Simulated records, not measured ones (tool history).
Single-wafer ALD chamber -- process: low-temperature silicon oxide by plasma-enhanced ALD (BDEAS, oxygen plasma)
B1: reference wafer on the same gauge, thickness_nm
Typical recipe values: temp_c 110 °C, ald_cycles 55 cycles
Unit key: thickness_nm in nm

run 1 day=0 | temp_c=110 ald_cycles=63 | B1=8.912 | thickness_nm=8.811
run 2 day=0.725 | temp_c=110 ald_cycles=55 | B1=8.904 | thickness_nm=7.679
run 3 day=1.146 | temp_c=110 ald_cycles=55 | B1=8.913 | thickness_nm=7.727
run 4 day=1.521 | temp_c=110 ald_cycles=51 | B1=8.906 | thickness_nm=7.168
run 5 day=2.146 | temp_c=110 ald_cycles=48 | B1=8.912 | thickness_nm=6.724
run 6 day=2.746 | temp_c=110 ald_cycles=48 | B1=8.91 | thickness_nm=6.755
run 7 day=3.321 | temp_c=110 ald_cycles=48 | B1=8.907 | thickness_nm=6.738
run 8 day=3.646 | temp_c=110 ald_cycles=53 | B1=8.907 | thickness_nm=7.438
run 9 day=4.367 | temp_c=110 ald_cycles=53 | B1=8.912 | thickness_nm=7.436
-- day=4.967 thermocouple changed; heater temperature recalibrated
run 10 day=4.988 | temp_c=110 ald_cycles=55 | B1=8.91 | thickness_nm=7.718
run 11 day=5.175 | temp_c=110 ald_cycles=55 | B1=8.91 | thickness_nm=7.724
run 12 day=5.871 | temp_c=124 ald_cycles=55 | B1=8.911 | thickness_nm=7.515
-- day=6.15 gauge calibrated
run 13 day=6.221 | temp_c=115 ald_cycles=48 | B1=8.919 | thickness_nm=6.687
run 14 day=6.675 | temp_c=102 ald_cycles=64 | B1=8.914 | thickness_nm=9.154
run 15 day=7.362 | temp_c=100 ald_cycles=47 | B1=8.902 | thickness_nm=6.704
run 16 day=7.85 | temp_c=110 ald_cycles=55 | B1=8.915 | thickness_nm=7.731
run 17 day=8.146 | temp_c=96 ald_cycles=65 | B1=8.909 | thickness_nm=9.406
run 18 day=8.583 | temp_c=105 ald_cycles=46 | B1=8.91 | thickness_nm=6.491
run 19 day=8.912 | temp_c=110 ald_cycles=55 | B1=8.909 | thickness_nm=7.724
run 20 day=9.55 | temp_c=110 ald_cycles=45 | B1=8.908 | thickness_nm=6.326

3 ways to go on from here, each from the tool as it stands after run 20. What would each give?
run A day=9.571 | temp_c=110 ald_cycles=55 | B1=? | thickness_nm=?
run B day=9.571 | temp_c=98 ald_cycles=63 | B1=? | thickness_nm=?
run C day=9.571 | temp_c=98 ald_cycles=44 | B1=? | thickness_nm=?

run=A B1=8.907 thickness_nm=7.736
run=B B1=8.907 thickness_nm=9.076
run=C B1=8.907 thickness_nm=6.339
With the hidden condition removed and each run's random variation left untouched, the same runs would have given:
run=A thickness_nm=7.736
run=B thickness_nm=9.076
run=C thickness_nm=6.339

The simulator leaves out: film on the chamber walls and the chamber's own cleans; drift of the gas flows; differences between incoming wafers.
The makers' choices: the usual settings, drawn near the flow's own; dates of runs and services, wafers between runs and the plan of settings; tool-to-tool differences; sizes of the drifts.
